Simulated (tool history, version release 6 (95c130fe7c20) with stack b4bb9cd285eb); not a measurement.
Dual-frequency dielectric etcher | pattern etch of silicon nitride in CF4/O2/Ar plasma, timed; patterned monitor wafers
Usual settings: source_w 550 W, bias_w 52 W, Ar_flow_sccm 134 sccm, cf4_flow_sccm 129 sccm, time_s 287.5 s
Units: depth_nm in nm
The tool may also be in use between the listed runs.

run,hour,source_w,bias_w,Ar_flow_sccm,cf4_flow_sccm,time_s,wafers since the last listed run,hours since the last wet clean,hours since the last source power generator calibration,hours since the last bias power generator calibration,hours since the last Ar flow controller change,hours since the last CF4 flow controller change,hours since the last upper electrode change,hours since the gauge calibration,"read-back reference wafer on the same gauge, depth_nm",depth_nm
1,0.0,550,52,134,108,287.5,0,347.5,3458.5,4811.1,2806.5,3357.7,2889.7,441.5,680.0,608.6
2,32.0,550,52,134,129,287.5,216,379.5,3490.5,4843.1,2838.5,3389.7,2921.7,473.5,678.5,630.7
# hour 78.9: gauge calibrated
# hour 84.8: upper electrode replaced
3,85.3,550,52,134,129,287.5,198,432.8,3543.8,4896.4,2891.8,3443.0,0.5,6.4,680.5,628.4
# hour 98.2: CF4 flow controller replaced
4,144.3,550,52,134,129,287.5,359,491.8,3602.8,4955.4,2950.8,46.1,59.5,65.4,679.9,639.1
# hour 149.1: source power generator calibrated
5,173.8,670,52,134,129,370.0,172,521.3,24.7,4984.9,2980.3,75.6,89.0,94.9,679.3,1002.3
6,207.8,550,52,134,129,287.5,230,555.3,58.7,5018.9,3014.3,109.6,123.0,128.9,680.2,637.5
# hour 230.2: bias power generator calibrated
7,241.8,500,52,113,109,251.0,203,589.3,92.7,11.6,3048.3,143.6,157.0,162.9,680.3,498.6
8,276.9,550,52,118,129,287.5,237,624.4,127.8,46.7,3083.4,178.7,192.1,198.0,679.4,645.5
9,302.9,550,52,134,129,287.5,176,650.4,153.8,72.7,3109.4,204.7,218.1,224.0,680.1,638.4
# hour 325.6: Ar flow controller replaced
10,331.6,550,52,134,129,313.0,153,679.1,182.5,101.4,6.0,233.4,246.8,252.7,681.2,709.1
# hour 360.0: wet clean of the chamber
11,360.5,550,52,134,129,287.5,33,0.5,211.4,130.3,34.9,262.3,275.7,281.6,680.7,604.1
12,377.5,550,52,162,129,287.5,115,17.5,228.4,147.3,51.9,279.3,292.7,298.6,680.0,582.8
13,398.6,590,52,134,129,287.5,143,38.6,249.5,168.4,73.0,300.4,313.8,319.7,679.2,650.0
14,418.4,550,52,134,120,287.5,134,58.4,269.3,188.2,92.8,320.2,333.6,339.5,679.3,595.0
15,442.0,550,52,134,129,287.5,159,82.0,292.9,211.8,116.4,343.8,357.2,363.1,680.3,608.0
16,458.4,550,52,134,144,287.5,111,98.4,309.3,228.2,132.8,360.2,373.6,379.5,680.3,615.4
17,477.2,550,52,113,129,287.5,127,117.2,328.1,247.0,151.6,379.0,392.4,398.3,679.4,619.5
# hour 486.7: gauge calibrated
18,505.6,550,52,104,129,344.0,192,145.6,356.5,275.4,180.0,407.4,420.8,18.9,680.1,757.8

Forecast run 19:
19,519.2,420,52,134,146,287.5,92,159.2,370.1,289.0,193.6,421.0,434.4,32.5,?,?

read-back reference wafer on the same gauge, depth_nm: 680.3
depth_nm: 466.3 nm
Without the tool's hidden state the same run would have given depth_nm 463.4 nm.
